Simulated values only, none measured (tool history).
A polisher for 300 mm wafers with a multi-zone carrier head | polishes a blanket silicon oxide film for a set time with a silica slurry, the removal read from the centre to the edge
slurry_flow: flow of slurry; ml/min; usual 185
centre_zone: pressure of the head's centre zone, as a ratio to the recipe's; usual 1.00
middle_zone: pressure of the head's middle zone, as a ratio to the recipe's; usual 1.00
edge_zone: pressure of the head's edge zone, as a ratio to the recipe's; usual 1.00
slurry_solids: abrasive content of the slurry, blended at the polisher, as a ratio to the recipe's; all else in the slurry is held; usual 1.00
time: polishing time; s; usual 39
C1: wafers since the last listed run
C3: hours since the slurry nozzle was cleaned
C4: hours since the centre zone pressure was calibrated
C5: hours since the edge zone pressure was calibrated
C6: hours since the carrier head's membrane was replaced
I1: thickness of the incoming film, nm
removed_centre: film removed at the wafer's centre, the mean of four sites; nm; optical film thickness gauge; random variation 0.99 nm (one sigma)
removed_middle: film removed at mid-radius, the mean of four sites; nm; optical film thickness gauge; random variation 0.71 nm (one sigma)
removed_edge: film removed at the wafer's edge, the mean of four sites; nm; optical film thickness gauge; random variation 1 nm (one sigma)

Run 1, hour 0.0: usual settings but centre_zone 1.05, middle_zone 1.03, edge_zone 1.09, time 28 s; C1 0; wafers polished on this pad 1309; C3 164.1; C4 504.5; C5 93.7; C6 116.4; I1 1200.5. Result: removed_centre 85.7 nm, removed_middle 86.2 nm, removed_edge 85.8 nm.
Run 2, hour 60.2: usual settings but edge_zone 0.95; C1 575; wafers polished on this pad 1884; C3 224.3; C4 564.7; C5 153.9; C6 176.6; I1 1162.0. Result: removed_centre 112.9 nm, removed_middle 116.3 nm, removed_edge 109.5 nm.
Run 3, hour 98.7: usual settings; C1 368; wafers polished on this pad 2253; C3 262.8; C4 603.2; C5 192.4; C6 215.1; I1 1196.8. Result: removed_centre 112.8 nm, removed_middle 116.2 nm, removed_edge 113.7 nm.
Run 4, hour 131.3: usual settings but edge_zone 0.96, slurry_solids 0.90; C1 311; wafers polished on this pad 2565; C3 295.4; C4 635.8; C5 225.0; C6 247.7; I1 1160.8. Result: removed_centre 109.1 nm, removed_middle 108.6 nm, removed_edge 106.0 nm.
Run 5, hour 191.1: usual settings but slurry_solids 0.90, time 26 s; C1 572; wafers polished on this pad 3137; C3 355.2; C4 695.6; C5 284.8; C6 307.5; I1 1184.2. Result: removed_centre 72.5 nm, removed_middle 72.2 nm, removed_edge 70.1 nm.
At hour 198.8: worn pad replaced by a new one.
Run 6, hour 255.1: usual settings but middle_zone 1.11, edge_zone 0.92, slurry_solids 1.25; C1 574; wafers polished on this pad 538; C3 419.2; C4 759.6; C5 348.8; C6 371.5; I1 1181.1. Result: removed_centre 131.8 nm, removed_middle 144.7 nm, removed_edge 123.4 nm.
Run 7, hour 319.5: usual settings but edge_zone 0.90, time 46 s; C1 616; wafers polished on this pad 1154; C3 483.6; C4 824.0; C5 413.2; C6 435.9; I1 1173.4. Result: removed_centre 136.8 nm, removed_middle 138.1 nm, removed_edge 127.3 nm.
Run 8, hour 384.8: usual settings but slurry_solids 1.10; C1 624; wafers polished on this pad 1779; C3 548.9; C4 889.3; C5 478.5; C6 501.2; I1 1183.3. Result: removed_centre 123.5 nm, removed_middle 123.4 nm, removed_edge 119.6 nm.
Run 9, hour 412.0: usual settings but edge_zone 0.91; C1 260; wafers polished on this pad 2039; C3 576.1; C4 916.5; C5 505.7; C6 528.4; I1 1190.4. Result: removed_centre 118.7 nm, removed_middle 116.0 nm, removed_edge 109.5 nm.
At hour 446.6: slurry nozzle cleaned.
Run 10, hour 452.4: usual settings but centre_zone 0.95; C1 376; wafers polished on this pad 2416; C3 5.8; C4 956.9; C5 546.1; C6 568.8; I1 1176.5. Result: removed_centre 112.1 nm, removed_middle 116.5 nm, removed_edge 113.6 nm.
At hour 496.0: carrier head's membrane replaced by a new one.
Run 11, hour 525.0: usual settings; C1 646; wafers polished on this pad 3063; C3 78.4; C4 1029.5; C5 618.7; C6 29.0; I1 1189.0. Result: removed_centre 118.2 nm, removed_middle 115.6 nm, removed_edge 111.1 nm.
Run 12, hour 569.9: usual settings but edge_zone 0.94, slurry_solids 1.15; C1 429; wafers polished on this pad 3492; C3 123.3; C4 1074.4; C5 663.6; C6 73.9; I1 1192.6. Result: removed_centre 128.7 nm, removed_middle 125.4 nm, removed_edge 120.1 nm.
At hour 604.5: centre zone pressure recalibrated.
Run 13, hour 608.7: usual settings but centre_zone 1.10; C1 352; wafers polished on this pad 3844; C3 162.1; C4 4.2; C5 702.4; C6 112.7; I1 1184.8. Result: removed_centre 122.2 nm, removed_middle 114.5 nm, removed_edge 112.0 nm.
At hour 623.4: worn pad replaced by a new one.
Run 14, hour 679.4: usual settings but middle_zone 1.12, slurry_solids 0.90; C1 638; wafers polished on this pad 535; C3 232.8; C4 74.9; C5 773.1; C6 183.4; I1 1183.6. Result: removed_centre 104.1 nm, removed_middle 118.8 nm, removed_edge 107.2 nm.
Run 15, hour 738.2: usual settings; C1 562; wafers polished on this pad 1098; C3 291.6; C4 133.7; C5 831.9; C6 242.2; I1 1159.8. Result: removed_centre 111.3 nm, removed_middle 117.2 nm, removed_edge 115.0 nm.
Run 16, hour 802.9: usual settings but edge_zone 0.89, slurry_solids 1.25; C1 619; wafers polished on this pad 1717; C3 356.3; C4 198.4; C5 896.6; C6 306.9; I1 1170.4. Result: removed_centre 127.2 nm, removed_middle 132.3 nm, removed_edge 120.5 nm.
Run 17, hour 870.8: usual settings; C1 649; wafers polished on this pad 2367; C3 424.2; C4 266.3; C5 964.5; C6 374.8; I1 1186.3. Result: removed_centre 113.3 nm, removed_middle 116.8 nm, removed_edge 112.3 nm.
Run 18, hour 938.0: usual settings but middle_zone 0.91, time 35 s; C1 642; wafers polished on this pad 3010; C3 491.4; C4 333.5; C5 1031.7; C6 442.0; I1 1168.3. Result: removed_centre 101.3 nm, removed_middle 96.8 nm, removed_edge 104.4 nm.
At hour 979.4: edge zone pressure recalibrated.
Run 19, hour 987.1: usual settings but slurry_solids 1.30; C1 450; wafers polished on this pad 3460; C3 540.5; C4 382.6; C5 7.7; C6 491.1; I1 1180.9. Result: removed_centre 131.6 nm, removed_middle 135.4 nm, removed_edge 131.3 nm.
Run 20, hour 1035.4: usual settings but slurry_solids 1.25, time 31 s; C1 462; wafers polished on this pad 3922; C3 588.8; C4 430.9; C5 56.0; C6 539.4; I1 1179.9. Result: removed_centre 105.4 nm, removed_middle 104.2 nm, removed_edge 101.2 nm.

The same runs without the tool's hidden state, with the same run-to-run variation:
The hidden state here: removal rate lost through wear of the pad, %; slurry flow missing at the pad, %; deviation of the centre zone's pressure from its setpoint, %; deviation of the edge zone's pressure from its setpoint, %.
run  removed_centre
  1            83.4
  2           109.4
  3           108.9
  4           105.1
  5            69.5
  6           125.7
  7           129.8
  8           116.6
  9           111.8
 10           105.2
 11           110.4
 12           119.7
 13           122.2
 14           103.5
 15           110.1
 16           125.2
 17           110.9
 18            98.6
 19           127.6
 20           101.8
removed_middle: within 0.1 nm of the measured result in every run.
removed_edge: as measured in every run.
